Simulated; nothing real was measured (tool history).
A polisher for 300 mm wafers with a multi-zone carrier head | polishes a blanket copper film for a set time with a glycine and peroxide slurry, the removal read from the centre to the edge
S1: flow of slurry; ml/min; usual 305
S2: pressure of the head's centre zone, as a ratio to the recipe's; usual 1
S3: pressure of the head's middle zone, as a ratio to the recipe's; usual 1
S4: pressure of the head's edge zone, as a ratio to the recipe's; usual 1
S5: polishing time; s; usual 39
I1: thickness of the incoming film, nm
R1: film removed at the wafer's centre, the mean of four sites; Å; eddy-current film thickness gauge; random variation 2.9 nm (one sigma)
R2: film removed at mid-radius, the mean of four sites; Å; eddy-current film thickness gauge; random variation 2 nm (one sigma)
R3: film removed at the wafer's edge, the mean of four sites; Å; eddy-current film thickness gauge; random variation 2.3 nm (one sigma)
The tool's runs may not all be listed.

run,hour,S1,S2,S3,S4,S5,I1,R1,R2,R3
1,0,260,1,1,1,39,1538.2,2037,1950,1936
2,27.6,305,1,1,0.92,39,1541.5,1994,1936,1851
3,96.9,305,1,1,0.92,39,1528.2,1978,1885,1773
# hour 108.7: edge zone pressure recalibrated
4,124.3,305,1,1,0.92,39,1526.9,1934,1887,1783
5,154.4,360,1,1.04,1,39,1520.8,1991,1970,1874
6,218.3,360,1,1.04,1,39,1528.7,2026,1917,1875
7,266.8,265,1,1,1.08,39,1532.2,1961,1828,1871
# hour 332.6: slurry nozzle cleaned
# hour 346.5: worn pad replaced by a new one
8,404.5,305,1,1,1,50,1522.9,2714,2482,2446
# hour 452.4: edge zone pressure recalibrated
9,457.4,305,1,1,1,39,1528.8,2117,1892,1888
# hour 508.7: centre zone pressure recalibrated
10,528,305,1,1,1,39,1522.6,1878,1870,1871
11,552.3,305,1,1,1,39,1525.5,1883,1843,1868
12,615.4,305,0.91,1,1,29,1549.6,1255,1383,1372
13,651.3,245,1,1,1,39,1530.6,1766,1771,1810
# hour 676: worn pad replaced by a new one
# hour 711.6: slurry nozzle cleaned
14,718.7,305,1,1,1,39,1547,2012,1963,1949
15,747.7,365,0.92,0.9,1,50,1545.2,2379,2313,2438
16,793.3,205,0.9,1.09,1,43,1528,1837,2136,1969
# hour 837.3: edge zone pressure recalibrated
# hour 855.5: carrier head's membrane replaced by a new one
17,856,305,1,1,0.89,26,1544.3,1259,1226,1157
18,919.9,385,1,1,0.95,47,1513.5,2322,2284,2196
19,970,305,1,1.1,1,35,1509.2,1737,1791,1607
# hour 985.3: worn pad replaced by a new one
20,1011.4,305,1,1,1,44,1531.9,2300,2201,2195
21,1077.9,305,1,1,1,39,1520.6,1981,1880,1868
22,1149.2,305,1.1,1,1,39,1530.9,2185,1870,1861

Run 23 comes next. What will it give?
# hour 1175.7: slurry nozzle cleaned
23,1205.9,335,0.94,1,1,39,1499.5,?,?,?

R1: 1895 Å
R2: 1866 Å
R3: 1851 Å
Without the tool's hidden state the same run would have given R1 1971 Å, R2 2050 Å, R3 2033 Å.
